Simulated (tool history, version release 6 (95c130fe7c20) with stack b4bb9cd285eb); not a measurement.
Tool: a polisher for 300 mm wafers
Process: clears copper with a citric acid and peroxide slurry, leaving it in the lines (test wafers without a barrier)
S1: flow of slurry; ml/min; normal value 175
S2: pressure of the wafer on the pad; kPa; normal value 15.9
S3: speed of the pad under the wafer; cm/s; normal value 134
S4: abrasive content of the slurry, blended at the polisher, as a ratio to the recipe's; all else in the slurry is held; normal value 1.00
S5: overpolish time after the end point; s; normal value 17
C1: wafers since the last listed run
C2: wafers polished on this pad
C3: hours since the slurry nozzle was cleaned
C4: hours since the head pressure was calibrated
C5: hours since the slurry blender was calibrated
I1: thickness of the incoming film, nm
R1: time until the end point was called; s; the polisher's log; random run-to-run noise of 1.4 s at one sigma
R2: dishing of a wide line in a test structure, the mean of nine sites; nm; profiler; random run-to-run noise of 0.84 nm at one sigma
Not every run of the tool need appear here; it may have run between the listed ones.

run	day	S1	S2	S3	S4	S5	C1	C2	C3	C4	C5	I1	R1	R2
1	0.000	175	15.9	134	1.00	17	0	556	142.2	205.7	644.1	183.4	72.0	34.0
2	3.138	175	15.9	134	1.00	17	637	1194	217.5	281.0	719.4	184.3	70.3	33.7
3	6.775	175	21.4	134	1.00	23	739	1933	304.8	368.3	806.7	183.1	52.1	57.0
# day 8.283: slurry blender recalibrated
4	9.467	130	10.3	134	0.85	17	530	2463	369.4	432.9	28.4	185.6	121.9	20.7
5	13.879	175	15.9	134	1.00	17	896	3360	475.3	538.8	134.3	185.6	72.4	33.6
6	18.067	235	15.9	134	1.00	17	851	4211	575.8	639.3	234.8	182.1	68.0	34.7
7	19.946	205	15.9	98	1.00	13	381	4593	620.9	684.4	279.9	187.6	89.9	22.3
8	21.542	175	15.9	134	1.00	17	324	4918	659.2	722.7	318.2	183.5	72.8	32.1
9	24.146	175	15.9	134	1.00	17	529	5447	721.7	785.2	380.7	186.2	76.2	31.8
10	25.754	175	15.9	134	1.00	17	326	5774	760.3	823.8	419.3	184.6	77.0	31.7
# day 26.725: slurry nozzle cleaned
11	27.312	175	20.0	134	0.90	25	308	6082	14.1	861.2	456.7	188.0	57.6	55.9
# day 30.129: worn pad replaced by a new one
12	30.896	115	11.0	104	0.90	17	694	155	100.1	947.2	542.7	188.0	133.4	20.2
13	36.904	175	15.9	134	1.00	17	1221	1376	244.3	1091.4	686.9	183.1	70.1	33.7
14	40.271	175	15.9	134	1.00	17	684	2061	325.1	1172.2	767.7	186.2	72.1	35.1
# day 40.950: head pressure recalibrated
15	41.779	155	18.6	134	1.00	17	289	2350	361.3	19.9	803.9	183.2	59.9	40.6
# day 44.038: slurry blender recalibrated
16	47.004	175	15.9	134	1.00	17	1045	3395	486.7	145.3	71.2	182.7	71.8	34.8
17	50.754	120	15.9	134	1.00	17	762	4158	576.7	235.3	161.2	187.2	77.5	33.4
18	52.638	235	15.9	134	1.00	17	382	4540	621.9	280.5	206.4	183.6	69.9	34.2
# day 54.000: slurry nozzle cleaned
19	55.712	175	15.9	108	1.00	17	616	5157	41.1	354.3	280.2	186.2	81.2	28.6
20	59.767	175	15.9	134	1.00	17	823	5981	138.4	451.6	377.5	183.8	69.4	33.5
21	61.908	175	18.6	134	1.00	24	435	6416	189.8	503.0	428.9	185.3	60.4	51.7
# day 62.125: worn pad replaced by a new one
22	66.133	175	15.9	134	0.85	17	824	814	291.2	604.4	530.3	184.4	72.7	34.7
23	69.683	175	15.9	134	0.80	17	721	1536	376.4	689.6	615.5	189.3	75.4	32.6
# day 72.662: slurry blender recalibrated
24	73.750	175	15.9	134	1.10	8	809	2345	474.0	787.2	26.1	182.4	69.3	17.5
25	77.512	175	20.0	134	1.00	17	764	3110	564.3	877.5	116.4	185.4	59.0	43.8
26	80.742	175	21.4	134	1.00	21	656	3766	641.8	955.0	193.9	185.5	56.9	51.1
27	84.654	160	15.9	120	1.15	9	795	4561	735.7	1048.9	287.8	187.4	85.5	17.1

Consider 5 possible next runs. They are alternatives, not a sequence: every one starts from the tool as it was left by run 27. What does each give?
A	84.675	130	15.9	134	1.00	17	4	4566	736.2	1049.4	288.3	187.5	?	?
B	84.675	125	15.9	108	1.00	17	4	4566	736.2	1049.4	288.3	187.5	?	?
C	84.675	175	21.4	134	1.15	17	4	4566	736.2	1049.4	288.3	187.5	?	?
D	84.675	175	10.3	154	1.15	17	4	4566	736.2	1049.4	288.3	187.5	?	?
E	84.675	150	15.9	134	1.00	17	4	4566	736.2	1049.4	288.3	187.5	?	?

run	R1	R2
A	79.4	30.8
B	92.6	26.8
C	54.6	43.5
D	100.5	24.5
E	77.1	31.6
Stripped of hidden state, with their random variation kept, the same runs would have yielded:
run	R1	R2
A	72.4	33.5
B	84.1	29.3
C	50.7	46.4
D	93.2	26.1
E	70.9	34.1
